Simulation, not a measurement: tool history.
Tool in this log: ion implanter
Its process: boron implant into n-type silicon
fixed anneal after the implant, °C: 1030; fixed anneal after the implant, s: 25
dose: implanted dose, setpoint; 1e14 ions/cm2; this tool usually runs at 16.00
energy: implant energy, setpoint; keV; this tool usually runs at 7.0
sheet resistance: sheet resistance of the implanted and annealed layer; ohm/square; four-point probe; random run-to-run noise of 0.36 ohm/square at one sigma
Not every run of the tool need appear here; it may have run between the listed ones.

run	hour	dose	energy	wafers since the last listed run	hours since the last dose calibration	hours since the extraction supply was calibrated	hours since the gauge calibration	read-back reference wafer on the same gauge, sheet resistance	sheet resistance
1	0.0	16.00	7.0	0	348.8	4531.9	1345.1	116.04	105.10
2	40.0	19.78	7.0	501	388.8	4571.9	1385.1	116.13	99.45
3	65.0	19.78	7.0	313	413.8	4596.9	1410.1	116.05	98.92
4	94.2	19.78	7.0	366	443.0	4626.1	1439.3	115.97	98.97
5	136.3	18.39	8.0	527	485.1	4668.2	1481.4	115.97	95.96
6	169.2	18.39	8.0	412	518.0	4701.1	1514.3	116.05	95.61
7	209.9	18.39	8.0	510	558.7	4741.8	1555.0	116.11	95.78
8	245.8	16.00	7.0	450	594.6	4777.7	1590.9	115.95	105.44
9	296.8	16.00	7.0	639	645.6	4828.7	1641.9	115.92	104.93
10	367.8	16.00	7.0	890	716.6	4899.7	1712.9	115.92	105.23
11	437.4	16.00	7.0	872	786.2	4969.3	1782.5	115.95	105.01
12	473.9	18.44	5.0	457	822.7	5005.8	1819.0	115.93	114.35
13	499.6	18.44	5.0	322	848.4	5031.5	1844.7	116.04	114.08
14	553.1	18.44	5.0	670	901.9	5085.0	1898.2	116.01	114.31
# hour 572.7: extraction supply calibrated
15	598.9	17.00	7.0	474	947.7	26.2	1944.0	116.13	103.71
16	624.5	17.00	7.0	321	973.3	51.8	1969.6	115.79	103.60
17	668.5	16.00	8.5	551	1017.3	95.8	2013.6	116.06	98.28
18	707.4	16.00	7.0	487	1056.2	134.7	2052.5	116.05	105.71
# hour 718.3: gauge calibrated
19	757.8	16.00	7.0	632	1106.6	185.1	39.5	116.09	106.50
# hour 794.4: Faraday cup replaced and dose calibrated
20	824.2	16.00	6.0	732	29.8	251.5	105.9	115.90	110.94
21	988.0	17.76	8.5	2054	193.6	415.3	269.7	116.15	93.76
22	1048.1	11.50	8.5	753	253.7	475.4	329.8	115.98	116.18
23	1090.5	16.00	7.0	531	296.1	517.8	372.2	115.93	104.95
24	1153.7	16.00	7.0	792	359.3	581.0	435.4	115.96	105.04
25	1220.0	13.54	6.0	831	425.6	647.3	501.7	116.10	116.94
26	1246.9	18.92	5.5	337	452.5	674.2	528.6	115.97	110.51
27	1273.1	16.00	7.0	328	478.7	700.4	554.8	116.05	105.10
28	1339.4	16.00	7.0	831	545.0	766.7	621.1	116.15	104.93
29	1376.0	18.32	9.0	458	581.6	803.3	657.7	116.06	91.29
30	1441.1	13.14	9.0	816	646.7	868.4	722.8	116.16	106.01
31	1510.2	14.07	4.5	866	715.8	937.5	791.9	115.93	125.66
32	1633.6	16.00	9.5	1547	839.2	1060.9	915.3	116.05	95.06
33	1691.6	11.77	9.0	727	897.2	1118.9	973.3	115.91	114.18
34	1748.2	13.33	5.0	709	953.8	1175.5	1029.9	115.95	125.39
35	1774.5	14.54	6.0	329	980.1	1201.8	1056.2	115.93	115.17
36	1819.4	16.00	7.0	563	1025.0	1246.7	1101.1	115.92	105.88
37	1855.9	14.28	7.0	457	1061.5	1283.2	1137.6	115.84	111.29
38	1921.0	20.71	9.5	816	1126.6	1348.3	1202.7	115.89	86.31

Below are 3 alternative next runs, each starting from the tool's condition after run 38. Predict each:
A	1921.4	19.54	7.0	5	1127.0	1348.7	1203.1	?	?
B	1921.4	19.81	7.5	5	1127.0	1348.7	1203.1	?	?
C	1921.4	18.11	5.5	5	1127.0	1348.7	1203.1	?	?

run	read-back reference wafer on the same gauge, sheet resistance	sheet resistance
A	115.99	100.39
B	115.99	97.33
C	115.99	111.77
With no hidden state in the tool, these same runs would have given:
run	sheet resistance
A	99.32
B	96.23
C	110.68
